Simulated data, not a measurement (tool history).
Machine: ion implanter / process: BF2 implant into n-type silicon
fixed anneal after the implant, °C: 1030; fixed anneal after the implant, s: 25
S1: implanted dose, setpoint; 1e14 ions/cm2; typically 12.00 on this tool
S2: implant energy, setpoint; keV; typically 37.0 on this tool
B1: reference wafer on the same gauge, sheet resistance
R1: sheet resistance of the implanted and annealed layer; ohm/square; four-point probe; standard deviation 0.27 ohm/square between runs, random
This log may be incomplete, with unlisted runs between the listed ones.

run,hour,S1,S2,B1,R1
1,0.0,12.00,37.0,139.01,116.21
2,8.0,10.62,37.0,139.04,124.21
3,19.7,10.62,37.0,139.11,124.41
4,32.4,10.62,37.0,139.06,123.97
5,48.0,12.00,37.0,139.05,115.94
6,63.0,12.00,37.0,138.98,115.60
7,89.7,12.00,37.0,139.03,115.73
8,104.3,12.00,37.0,139.01,115.72
# hour 114.7: extraction supply calibrated
9,120.1,13.53,43.5,138.98,104.23
10,130.4,12.00,31.0,138.95,122.09
11,139.9,12.00,31.0,138.95,121.59
12,148.3,12.00,34.5,139.11,118.12
13,161.1,12.00,34.5,138.96,118.24
14,167.4,13.56,37.0,138.98,109.70
# hour 179.3: Faraday cup replaced and dose calibrated
15,182.4,13.56,37.0,139.08,110.79
# hour 188.4: gauge calibrated
16,190.3,13.56,37.0,139.07,110.76
17,198.4,12.00,37.0,139.06,117.58
18,212.8,12.92,24.5,139.02,128.86
19,223.0,12.00,37.0,139.05,117.33
20,229.6,8.45,27.5,139.00,157.15
21,246.8,10.10,37.0,138.89,130.37
22,270.2,12.00,37.0,138.99,117.24
23,287.4,14.83,33.0,138.98,111.61
24,303.1,10.10,37.0,139.02,129.93
25,314.9,9.73,26.0,139.04,144.95
26,328.0,12.00,37.0,139.02,117.13
27,345.7,10.91,42.5,139.07,119.92
28,358.3,15.37,24.5,139.09,122.10
29,371.0,9.49,46.5,139.02,129.91
30,379.3,12.00,37.0,138.94,116.88
31,392.6,8.81,43.0,139.09,139.11
32,405.4,9.43,41.5,139.02,132.54
33,421.6,9.67,37.0,139.07,133.48
34,435.3,12.00,37.0,138.99,116.92
35,448.5,8.90,32.5,139.12,145.32
36,462.4,13.59,47.0,138.99,102.77
37,474.3,14.65,49.5,138.99,97.60
38,480.7,10.70,46.5,138.95,118.68

3 options for the next run, each taken on its own from the tool as it stands now. Forecast them:
A,481.1,9.88,37.0,?,?
B,481.1,15.30,40.5,?,?
C,481.1,14.92,45.5,?,?

run,B1,R1
A,139.01,131.43
B,139.01,102.45
C,139.01,99.56
Without the tool's unlogged condition, the same runs would have read:
run,R1
A,132.28
B,102.80
C,99.95
